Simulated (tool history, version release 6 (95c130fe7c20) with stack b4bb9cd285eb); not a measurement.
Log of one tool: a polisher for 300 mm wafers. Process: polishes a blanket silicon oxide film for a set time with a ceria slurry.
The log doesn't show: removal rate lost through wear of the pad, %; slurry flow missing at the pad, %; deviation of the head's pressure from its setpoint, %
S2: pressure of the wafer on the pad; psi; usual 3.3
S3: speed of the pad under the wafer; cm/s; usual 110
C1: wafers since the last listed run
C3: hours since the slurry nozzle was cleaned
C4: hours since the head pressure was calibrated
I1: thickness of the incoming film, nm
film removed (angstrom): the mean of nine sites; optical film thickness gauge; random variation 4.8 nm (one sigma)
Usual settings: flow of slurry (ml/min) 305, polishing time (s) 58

run 1 hour=0.0 | flow_of_slurry_(ml/min)=305 S2=3.3 S3=110 polishing_time_(s)=58 | C1=0 wafers_polished_on_this_pad=1381 C3=219.1 C4=634.7 | I1=838.2 | film_removed_(angstrom)=3171
run 2 hour=98.6 | flow_of_slurry_(ml/min)=305 S2=3.3 S3=110 polishing_time_(s)=58 | C1=1157 wafers_polished_on_this_pad=2538 C3=317.7 C4=733.3 | I1=827.9 | film_removed_(angstrom)=3195
run 3 hour=168.7 | flow_of_slurry_(ml/min)=305 S2=3.3 S3=110 polishing_time_(s)=58 | C1=822 wafers_polished_on_this_pad=3361 C3=387.8 C4=803.4 | I1=837.3 | film_removed_(angstrom)=3081
run 4 hour=268.2 | flow_of_slurry_(ml/min)=305 S2=3.3 S3=110 polishing_time_(s)=58 | C1=1167 wafers_polished_on_this_pad=4528 C3=487.3 C4=902.9 | I1=841.5 | film_removed_(angstrom)=3058
run 5 hour=354.6 | flow_of_slurry_(ml/min)=305 S2=3.3 S3=110 polishing_time_(s)=58 | C1=1013 wafers_polished_on_this_pad=5542 C3=573.7 C4=989.3 | I1=823.1 | film_removed_(angstrom)=3095
-- hour=370.7 head pressure recalibrated
run 6 hour=411.1 | flow_of_slurry_(ml/min)=305 S2=3.3 S3=110 polishing_time_(s)=58 | C1=639 wafers_polished_on_this_pad=6182 C3=630.2 C4=40.4 | I1=827.0 | film_removed_(angstrom)=2861
-- hour=437.7 slurry nozzle cleaned
run 7 hour=480.0 | flow_of_slurry_(ml/min)=305 S2=3.3 S3=110 polishing_time_(s)=58 | C1=796 wafers_polished_on_this_pad=6979 C3=42.3 C4=109.3 | I1=835.8 | film_removed_(angstrom)=2900
-- hour=490.5 worn pad replaced by a new one
run 8 hour=516.2 | flow_of_slurry_(ml/min)=305 S2=3.3 S3=110 polishing_time_(s)=58 | C1=377 wafers_polished_on_this_pad=301 C3=78.5 C4=145.5 | I1=811.6 | film_removed_(angstrom)=3293
run 9 hour=576.6 | flow_of_slurry_(ml/min)=305 S2=3.3 S3=110 polishing_time_(s)=58 | C1=708 wafers_polished_on_this_pad=1010 C3=138.9 C4=205.9 | I1=829.8 | film_removed_(angstrom)=3220
run 10 hour=663.0 | flow_of_slurry_(ml/min)=305 S2=3.3 S3=110 polishing_time_(s)=58 | C1=1013 wafers_polished_on_this_pad=2024 C3=225.3 C4=292.3 | I1=826.2 | film_removed_(angstrom)=3174
run 11 hour=746.2 | flow_of_slurry_(ml/min)=305 S2=3.3 S3=134 polishing_time_(s)=58 | C1=976 wafers_polished_on_this_pad=3000 C3=308.5 C4=375.5 | I1=832.7 | film_removed_(angstrom)=3665
run 12 hour=843.2 | flow_of_slurry_(ml/min)=305 S2=3.3 S3=134 polishing_time_(s)=58 | C1=1138 wafers_polished_on_this_pad=4138 C3=405.5 C4=472.5 | I1=828.9 | film_removed_(angstrom)=3462
run 13 hour=935.8 | flow_of_slurry_(ml/min)=305 S2=3.6 S3=102 polishing_time_(s)=58 | C1=1086 wafers_polished_on_this_pad=5225 C3=498.1 C4=565.1 | I1=845.4 | film_removed_(angstrom)=3048
-- hour=1001.2 worn pad replaced by a new one
run 14 hour=1012.8 | flow_of_slurry_(ml/min)=360 S2=4.1 S3=110 polishing_time_(s)=58 | C1=856 wafers_polished_on_this_pad=135 C3=575.1 C4=642.1 | I1=838.9 | film_removed_(angstrom)=4281
-- hour=1057.9 slurry nozzle cleaned
run 15 hour=1086.8 | flow_of_slurry_(ml/min)=305 S2=3.3 S3=110 polishing_time_(s)=58 | C1=856 wafers_polished_on_this_pad=992 C3=28.9 C4=716.1 | I1=838.1 | film_removed_(angstrom)=3304
run 16 hour=1188.1 | flow_of_slurry_(ml/min)=305 S2=3.3 S3=110 polishing_time_(s)=58 | C1=1188 wafers_polished_on_this_pad=2181 C3=130.2 C4=817.4 | I1=846.6 | film_removed_(angstrom)=3199
run 17 hour=1290.4 | flow_of_slurry_(ml/min)=305 S2=4.1 S3=110 polishing_time_(s)=58 | C1=1200 wafers_polished_on_this_pad=3381 C3=232.5 C4=919.7 | I1=826.6 | film_removed_(angstrom)=3833
run 18 hour=1341.5 | flow_of_slurry_(ml/min)=255 S2=3.3 S3=100 polishing_time_(s)=58 | C1=599 wafers_polished_on_this_pad=3981 C3=283.6 C4=970.8 | I1=835.5 | film_removed_(angstrom)=2811
run 19 hour=1387.9 | flow_of_slurry_(ml/min)=340 S2=4.0 S3=110 polishing_time_(s)=40 | C1=544 wafers_polished_on_this_pad=4525 C3=330.0 C4=1017.2 | I1=834.4 | film_removed_(angstrom)=2617
-- hour=1418.0 head pressure recalibrated
run 20 hour=1471.6 | flow_of_slurry_(ml/min)=305 S2=3.3 S3=110 polishing_time_(s)=58 | C1=958 wafers_polished_on_this_pad=5484 C3=413.7 C4=53.6 | I1=821.3 | film_removed_(angstrom)=2985
run 21 hour=1535.6 | flow_of_slurry_(ml/min)=390 S2=3.3 S3=110 polishing_time_(s)=58 | C1=751 wafers_polished_on_this_pad=6235 C3=477.7 C4=117.6 | I1=847.9 | film_removed_(angstrom)=3084
-- hour=1603.9 worn pad replaced by a new one
run 22 hour=1636.8 | flow_of_slurry_(ml/min)=400 S2=4.0 S3=98 polishing_time_(s)=76 | C1=1140 wafers_polished_on_this_pad=386 C3=578.9 C4=218.8 | I1=816.8 | film_removed_(angstrom)=4682
run 23 hour=1685.4 | flow_of_slurry_(ml/min)=305 S2=3.8 S3=76 polishing_time_(s)=58 | C1=570 wafers_polished_on_this_pad=956 C3=627.5 C4=267.4 | I1=843.1 | film_removed_(angstrom)=2682
run 24 hour=1736.2 | flow_of_slurry_(ml/min)=330 S2=4.0 S3=110 polishing_time_(s)=58 | C1=596 wafers_polished_on_this_pad=1552 C3=678.3 C4=318.2 | I1=837.6 | film_removed_(angstrom)=3846
-- hour=1766.8 slurry nozzle cleaned
run 25 hour=1996.8 | flow_of_slurry_(ml/min)=305 S2=3.3 S3=110 polishing_time_(s)=58 | C1=3046 wafers_polished_on_this_pad=4599 C3=230.0 C4=578.8 | I1=833.1 | film_removed_(angstrom)=3074
run 26 hour=2037.6 | flow_of_slurry_(ml/min)=305 S2=2.3 S3=110 polishing_time_(s)=58 | C1=478 wafers_polished_on_this_pad=5078 C3=270.8 C4=619.6 | I1=832.9 | film_removed_(angstrom)=2196
run 27 hour=2130.3 | flow_of_slurry_(ml/min)=305 S2=3.3 S3=110 polishing_time_(s)=58 | C1=1087 wafers_polished_on_this_pad=6166 C3=363.5 C4=712.3 | I1=845.0 | film_removed_(angstrom)=3068
-- hour=2171.5 worn pad replaced by a new one
-- hour=2362.4 head pressure recalibrated
run 28 hour=2407.7 | flow_of_slurry_(ml/min)=385 S2=3.3 S3=110 polishing_time_(s)=78 | C1=3184 wafers_polished_on_this_pad=2748 C3=640.9 C4=45.3 | I1=825.8 | film_removed_(angstrom)=4157
run 29 hour=2501.2 | flow_of_slurry_(ml/min)=305 S2=3.3 S3=134 polishing_time_(s)=58 | C1=1097 wafers_polished_on_this_pad=3846 C3=734.4 C4=138.8 | I1=831.6 | film_removed_(angstrom)=3652
-- hour=2503.9 slurry nozzle cleaned
run 30 hour=2576.4 | flow_of_slurry_(ml/min)=230 S2=3.3 S3=110 polishing_time_(s)=44 | C1=870 wafers_polished_on_this_pad=4716 C3=72.5 C4=214.0 | I1=825.4 | film_removed_(angstrom)=2166
run 31 hour=2645.7 | flow_of_slurry_(ml/min)=250 S2=2.4 S3=74 polishing_time_(s)=65 | C1=813 wafers_polished_on_this_pad=5530 C3=141.8 C4=283.3 | I1=829.3 | film_removed_(angstrom)=1727
-- hour=2684.2 worn pad replaced by a new one
run 32 hour=2835.0 | flow_of_slurry_(ml/min)=305 S2=3.8 S3=88 polishing_time_(s)=58 | C1=2174 wafers_polished_on_this_pad=1769 C3=331.1 C4=472.6 | I1=827.9 | film_removed_(angstrom)=2882

Hidden state or all else? Some run-to-run changes of film removed (angstrom), split into what the settings, what came in and random variation would give without the hidden state, and what is left for the hidden state (with any gauge scatter that isn't in both results):
Run 7 -> 8: worn pad replaced by a new one. film removed (angstrom) +393: hidden state +354, all else +39.
Run 13 -> 14: flow of slurry (ml/min) 305 -> 360, S2 3.6 -> 4.1, S3 102 -> 110, worn pad replaced by a new one. film removed (angstrom) +1233: hidden state +390, all else +843.
Run 21 -> 22: flow of slurry (ml/min) 390 -> 400, S2 3.3 -> 4.0, S3 110 -> 98, polishing time (s) 58 -> 76, worn pad replaced by a new one. film removed (angstrom) +1598: hidden state +353, all else +1245.
Run 22 -> 23: flow of slurry (ml/min) 400 -> 305, S2 4.0 -> 3.8, S3 98 -> 76, polishing time (s) 76 -> 58. film removed (angstrom) -2000: hidden state -58, all else -1942.
Run 29 -> 30: flow of slurry (ml/min) 305 -> 230, S3 134 -> 110, polishing time (s) 58 -> 44, slurry nozzle cleaned. film removed (angstrom) -1486: hidden state +168, all else -1654.
